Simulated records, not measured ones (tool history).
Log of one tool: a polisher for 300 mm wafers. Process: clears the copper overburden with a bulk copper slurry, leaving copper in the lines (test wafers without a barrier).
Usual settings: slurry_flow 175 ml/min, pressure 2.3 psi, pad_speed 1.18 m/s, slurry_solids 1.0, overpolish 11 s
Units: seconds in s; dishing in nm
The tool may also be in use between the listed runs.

run,hour,slurry_flow,pressure,pad_speed,slurry_solids,overpolish,"incoming thickness of the incoming film, nm",seconds,dishing
1,0.0,175,2.3,1.18,1.0,11,865.2,123.1,38.4
# hour 13.7: slurry blender recalibrated
2,14.2,175,2.3,1.18,1.0,11,866.5,125.9,38.2
3,24.4,175,2.3,1.18,1.0,11,880.0,126.7,37.1
4,41.5,175,2.3,1.18,1.0,11,871.2,126.2,36.8
5,48.1,175,2.3,1.18,1.0,11,862.6,124.6,36.4
6,79.4,175,2.3,1.18,1.0,11,863.5,127.7,34.7
7,96.4,175,2.3,1.26,1.0,11,880.6,124.5,38.1
8,110.0,175,2.3,1.18,1.0,11,856.4,129.0,35.3
9,125.5,175,2.3,1.18,1.0,11,855.3,132.5,36.3
10,133.5,175,2.3,1.18,1.0,11,868.9,135.8,35.5
# hour 139.5: worn pad replaced by a new one
11,140.8,160,2.3,1.18,1.0,11,858.9,122.5,37.0
12,149.6,160,2.3,1.18,1.0,11,868.0,123.2,37.5
13,164.1,175,2.3,1.18,1.0,11,869.9,124.6,38.8
# hour 173.6: slurry nozzle cleaned
14,178.0,175,2.3,1.18,1.0,13,882.0,121.6,40.7
15,195.7,175,2.6,1.18,1.0,11,878.0,109.5,41.1
16,204.9,175,2.3,0.94,1.1,11,860.9,152.4,33.0
# hour 210.3: head pressure recalibrated
17,217.9,195,2.3,0.94,1.0,11,884.5,157.1,33.4
18,223.9,195,2.8,1.18,1.0,16,870.4,103.3,50.5
# hour 227.7: slurry blender recalibrated
19,241.4,175,2.3,1.18,1.0,11,884.7,131.9,36.6
20,250.9,200,2.3,0.96,1.0,13,876.5,154.9,36.0
21,260.0,175,2.3,1.18,1.0,11,865.7,128.6,36.3
22,267.1,175,2.3,0.98,1.0,7,863.3,153.9,23.9

Forecast run 23:
23,281.4,215,2.3,1.18,1.0,11,884.5,?,?

{"run 23": {"seconds": 127.9, "dishing": 37.4}}
Without the tool's hidden state the same run would have given seconds 116.7 s, dishing 39.5 nm.

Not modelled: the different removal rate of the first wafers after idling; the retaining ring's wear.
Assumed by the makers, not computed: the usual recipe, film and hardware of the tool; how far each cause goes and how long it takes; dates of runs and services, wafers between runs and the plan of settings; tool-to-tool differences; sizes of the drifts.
